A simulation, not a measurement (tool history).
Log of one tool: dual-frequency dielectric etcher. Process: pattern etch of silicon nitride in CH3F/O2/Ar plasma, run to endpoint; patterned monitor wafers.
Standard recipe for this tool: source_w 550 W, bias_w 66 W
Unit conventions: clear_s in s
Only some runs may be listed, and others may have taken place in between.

run	day	source_w	bias_w	wafers since the last listed run	hours since the last wet clean	hours since the last source power generator calibration	hours since the last bias power generator calibration	hours since the last upper electrode change	incoming incoming film thickness, nm	clear_s
1	0.000	550	66	0	248.6	3353.9	3361.8	3219.3	58.2	70.6
2	0.400	550	66	131	258.2	3363.5	3371.4	3228.9	58.9	70.6
3	0.667	550	66	87	264.6	3369.9	3377.8	3235.3	58.4	70.3
4	1.167	550	66	163	276.6	3381.9	3389.8	3247.3	58.2	69.8
5	1.838	550	66	219	292.7	3398.0	3405.9	3263.4	58.8	70.1
6	2.171	550	66	109	300.7	3406.0	3413.9	3271.4	58.3	69.8
7	2.704	550	56	174	313.5	3418.8	3426.7	3284.2	58.6	74.6
8	3.225	490	66	170	326.0	3431.3	3439.2	3296.7	58.8	75.1
9	4.317	490	66	357	352.2	3457.5	3465.4	3322.9	58.5	73.8
10	4.583	490	66	87	358.6	3463.9	3471.8	3329.3	58.3	74.7
11	5.154	550	66	187	372.3	3477.6	3485.5	3343.0	58.2	69.0
12	5.592	550	66	143	382.8	3488.1	3496.0	3353.5	59.2	70.6
13	5.917	520	66	106	390.6	3495.9	3503.8	3361.3	58.6	71.5
14	6.529	520	66	200	405.3	3510.6	3518.5	3376.0	58.2	71.2
# day 7.021: bias power generator calibrated
15	7.212	550	66	169	421.7	3527.0	4.6	3392.4	59.1	70.2
16	7.738	420	56	172	434.3	3539.6	17.2	3405.0	58.1	84.8
# day 8.888: wet clean of the chamber
# day 9.096: upper electrode replaced
17	9.117	550	66	55	5.5	3572.7	50.3	0.5	58.6	73.1
18	9.133	640	66	5	5.9	3573.1	50.7	0.9	58.3	67.1
19	9.383	470	66	81	11.9	3579.1	56.7	6.9	58.3	79.2
20	9.771	550	76	127	21.2	3588.4	66.0	16.2	58.3	69.0
21	11.175	690	66	460	54.9	3622.1	99.7	49.9	58.0	63.8
# day 11.742: source power generator calibrated
22	11.812	470	76	154	70.2	1.7	115.0	65.2	58.9	75.2
23	12.488	410	71	221	86.4	17.9	131.2	81.4	58.6	83.1
24	13.092	500	66	198	100.9	32.4	145.7	95.9	58.3	75.5
25	13.417	610	74	106	108.7	40.2	153.5	103.7	58.6	65.6
26	14.058	480	60	210	124.1	55.6	168.9	119.1	57.7	78.5
27	14.546	550	66	159	135.8	67.3	180.6	130.8	58.5	71.6
28	14.862	630	60	103	143.4	74.9	188.2	138.4	58.4	68.9

What if the next run were any one of these 3? Each begins from the tool's condition after run 28:
A	14.879	550	66	5	143.8	75.3	188.6	138.8	58.5	?
B	14.879	550	52	5	143.8	75.3	188.6	138.8	58.5	?
C	14.879	500	54	5	143.8	75.3	188.6	138.8	58.5	?

run	clear_s
A	72.3
B	78.3
C	81.5
Without the tool's unlogged condition, the same runs would have read:
run	clear_s
A	72.9
B	78.9
C	82.2
